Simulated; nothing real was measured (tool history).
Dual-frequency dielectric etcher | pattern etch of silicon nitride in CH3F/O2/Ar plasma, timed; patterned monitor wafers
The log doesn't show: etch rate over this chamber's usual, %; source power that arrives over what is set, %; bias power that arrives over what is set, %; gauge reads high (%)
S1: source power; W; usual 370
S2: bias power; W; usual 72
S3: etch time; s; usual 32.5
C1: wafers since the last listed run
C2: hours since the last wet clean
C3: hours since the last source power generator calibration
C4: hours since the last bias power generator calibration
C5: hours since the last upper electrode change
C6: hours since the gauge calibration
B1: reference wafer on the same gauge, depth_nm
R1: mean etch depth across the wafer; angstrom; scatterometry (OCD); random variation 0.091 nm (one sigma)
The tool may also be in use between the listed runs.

{"run": 1, "hour": 0.0, "S1": 370, "S2": 72, "S3": 32.5, "C1": 0, "C2": 262, "C3": 2887.6, "C4": 1838.3, "C5": 2175.4, "C6": 188.4, "B1": 25.62, "R1": 223.8}
{"run": 2, "hour": 22.5, "S1": 370, "S2": 72, "S3": 32.5, "C1": 487, "C2": 284.5, "C3": 2910.1, "C4": 1860.8, "C5": 2197.9, "C6": 210.9, "B1": 25.6, "R1": 222.7}
{"run": 3, "hour": 38.1, "S1": 370, "S2": 72, "S3": 32.5, "C1": 337, "C2": 300.1, "C3": 2925.7, "C4": 1876.4, "C5": 2213.5, "C6": 226.5, "B1": 25.62, "R1": 224.8}
{"run": 4, "hour": 54.7, "S1": 370, "S2": 72, "S3": 32.5, "C1": 359, "C2": 316.7, "C3": 2942.3, "C4": 1893, "C5": 2230.1, "C6": 243.1, "B1": 25.58, "R1": 223.7}
{"run": 5, "hour": 84.9, "S1": 370, "S2": 72, "S3": 32.5, "C1": 654, "C2": 346.9, "C3": 2972.5, "C4": 1923.2, "C5": 2260.3, "C6": 273.3, "B1": 25.61, "R1": 221.9}
{"run": 6, "hour": 99.3, "S1": 370, "S2": 72, "S3": 32.5, "C1": 311, "C2": 361.3, "C3": 2986.9, "C4": 1937.6, "C5": 2274.7, "C6": 287.7, "B1": 25.59, "R1": 221.9}
{"run": 7, "hour": 125.8, "S1": 370, "S2": 72, "S3": 32.5, "C1": 573, "C2": 387.8, "C3": 3013.4, "C4": 1964.1, "C5": 2301.2, "C6": 314.2, "B1": 25.58, "R1": 222.1}
{"run": 8, "hour": 153.3, "S1": 370, "S2": 72, "S3": 32.5, "C1": 595, "C2": 415.3, "C3": 3040.9, "C4": 1991.6, "C5": 2328.7, "C6": 341.7, "B1": 25.58, "R1": 221.3}
{"run": 9, "hour": 176.8, "S1": 370, "S2": 72, "S3": 32.5, "C1": 508, "C2": 438.8, "C3": 3064.4, "C4": 2015.1, "C5": 2352.2, "C6": 365.2, "B1": 25.62, "R1": 221.9}
{"run": 10, "hour": 195.4, "S1": 370, "S2": 72, "S3": 32.5, "C1": 402, "C2": 457.4, "C3": 3083, "C4": 2033.7, "C5": 2370.8, "C6": 383.8, "B1": 25.65, "R1": 221}
{"hour": 251.5, "done": "wet clean of the chamber"}
{"run": 11, "hour": 252.0, "S1": 400, "S2": 72, "S3": 32.5, "C1": 706, "C2": 0.5, "C3": 3139.6, "C4": 2090.3, "C5": 2427.4, "C6": 440.4, "B1": 25.57, "R1": 230.4}
{"run": 12, "hour": 252.4, "S1": 330, "S2": 72, "S3": 32.5, "C1": 8, "C2": 0.9, "C3": 3140, "C4": 2090.7, "C5": 2427.8, "C6": 440.8, "B1": 25.53, "R1": 213.6}
{"run": 13, "hour": 270.9, "S1": 370, "S2": 72, "S3": 32.5, "C1": 400, "C2": 19.4, "C3": 3158.5, "C4": 2109.2, "C5": 2446.3, "C6": 459.3, "B1": 25.56, "R1": 225.7}
{"run": 14, "hour": 301.6, "S1": 370, "S2": 68, "S3": 32.5, "C1": 664, "C2": 50.1, "C3": 3189.2, "C4": 2139.9, "C5": 2477, "C6": 490, "B1": 25.59, "R1": 220.8}
{"hour": 315.2, "done": "bias power generator calibrated"}
{"run": 15, "hour": 315.8, "S1": 370, "S2": 62, "S3": 32.5, "C1": 220, "C2": 64.3, "C3": 3203.4, "C4": 0.6, "C5": 2491.2, "C6": 504.2, "B1": 25.59, "R1": 214.8}
{"run": 16, "hour": 348.5, "S1": 370, "S2": 72, "S3": 32.5, "C1": 708, "C2": 97, "C3": 3236.1, "C4": 33.3, "C5": 2523.9, "C6": 536.9, "B1": 25.61, "R1": 223.6}
{"run": 17, "hour": 367.8, "S1": 370, "S2": 72, "S3": 32.5, "C1": 417, "C2": 116.3, "C3": 3255.4, "C4": 52.6, "C5": 2543.2, "C6": 556.2, "B1": 25.61, "R1": 225.9}
{"hour": 382.1, "done": "gauge calibrated"}
{"run": 18, "hour": 402.9, "S1": 410, "S2": 86, "S3": 28.5, "C1": 760, "C2": 151.4, "C3": 3290.5, "C4": 87.7, "C5": 2578.3, "C6": 20.8, "B1": 25.66, "R1": 215.5}
{"hour": 452.6, "done": "upper electrode replaced"}
{"run": 19, "hour": 453.1, "S1": 280, "S2": 59, "S3": 32.5, "C1": 567, "C2": 201.6, "C3": 3340.7, "C4": 137.9, "C5": 0.5, "C6": 71, "B1": 25.59, "R1": 190.4}
{"run": 20, "hour": 458.7, "S1": 370, "S2": 79, "S3": 32.5, "C1": 121, "C2": 207.2, "C3": 3346.3, "C4": 143.5, "C5": 6.1, "C6": 76.6, "B1": 25.63, "R1": 229.9}
{"run": 21, "hour": 487.6, "S1": 450, "S2": 57, "S3": 38, "C1": 625, "C2": 236.1, "C3": 3375.2, "C4": 172.4, "C5": 35, "C6": 105.5, "B1": 25.62, "R1": 262.9}
{"run": 22, "hour": 517.8, "S1": 370, "S2": 86, "S3": 32.5, "C1": 654, "C2": 266.3, "C3": 3405.4, "C4": 202.6, "C5": 65.2, "C6": 135.7, "B1": 25.62, "R1": 235.5}
{"hour": 535.3, "done": "source power generator calibrated"}
{"run": 23, "hour": 552.8, "S1": 370, "S2": 90, "S3": 32.5, "C1": 671, "C2": 301.3, "C3": 17.5, "C4": 237.6, "C5": 100.2, "C6": 170.7, "B1": 25.59, "R1": 237.8}
{"run": 24, "hour": 566.3, "S1": 370, "S2": 72, "S3": 32.5, "C1": 292, "C2": 314.8, "C3": 31, "C4": 251.1, "C5": 113.7, "C6": 184.2, "B1": 25.62, "R1": 222.9}
{"run": 25, "hour": 600.5, "S1": 460, "S2": 86, "S3": 38, "C1": 740, "C2": 349, "C3": 65.2, "C4": 285.3, "C5": 147.9, "C6": 218.4, "B1": 25.59, "R1": 299.3}
{"run": 26, "hour": 623.8, "S1": 370, "S2": 81, "S3": 37, "C1": 504, "C2": 372.3, "C3": 88.5, "C4": 308.6, "C5": 171.2, "C6": 241.7, "B1": 25.67, "R1": 261.8}
{"run": 27, "hour": 648.6, "S1": 300, "S2": 64, "S3": 32.5, "C1": 537, "C2": 397.1, "C3": 113.3, "C4": 333.4, "C5": 196, "C6": 266.5, "B1": 25.62, "R1": 197.4}
{"run": 28, "hour": 665.7, "S1": 290, "S2": 79, "S3": 37, "C1": 370, "C2": 414.2, "C3": 130.4, "C4": 350.5, "C5": 213.1, "C6": 283.6, "B1": 25.55, "R1": 235.6}
{"run": 29, "hour": 683.7, "S1": 340, "S2": 62, "S3": 23.5, "C1": 389, "C2": 432.2, "C3": 148.4, "C4": 368.5, "C5": 231.1, "C6": 301.6, "B1": 25.6, "R1": 148.2}
{"run": 30, "hour": 701.2, "S1": 370, "S2": 72, "S3": 28, "C1": 379, "C2": 449.7, "C3": 165.9, "C4": 386, "C5": 248.6, "C6": 319.1, "B1": 25.6, "R1": 191}
{"run": 31, "hour": 715.3, "S1": 460, "S2": 72, "S3": 42, "C1": 305, "C2": 463.8, "C3": 180, "C4": 400.1, "C5": 262.7, "C6": 333.2, "B1": 25.58, "R1": 312.6}

3 ways to go on from here, each from the tool as it stands after run 31. What would each give?
{"run": "A", "hour": 715.7, "S1": 370, "S2": 72, "S3": 32.5, "C1": 8, "C2": 464.2, "C3": 180.4, "C4": 400.5, "C5": 263.1, "C6": 333.6, "B1": "?", "R1": "?"}
{"run": "B", "hour": 715.7, "S1": 290, "S2": 56, "S3": 37.5, "C1": 8, "C2": 464.2, "C3": 180.4, "C4": 400.5, "C5": 263.1, "C6": 333.6, "B1": "?", "R1": "?"}
{"run": "C", "hour": 715.7, "S1": 450, "S2": 85, "S3": 24, "C1": 8, "C2": 464.2, "C3": 180.4, "C4": 400.5, "C5": 263.1, "C6": 333.6, "B1": "?", "R1": "?"}

run=A B1=25.63 R1=223.4
run=B B1=25.63 R1=217.9
run=C B1=25.63 R1=187.1
Without the tool's hidden state the same runs would have given:
run=A R1=228.5
run=B R1=223
run=C R1=191.4
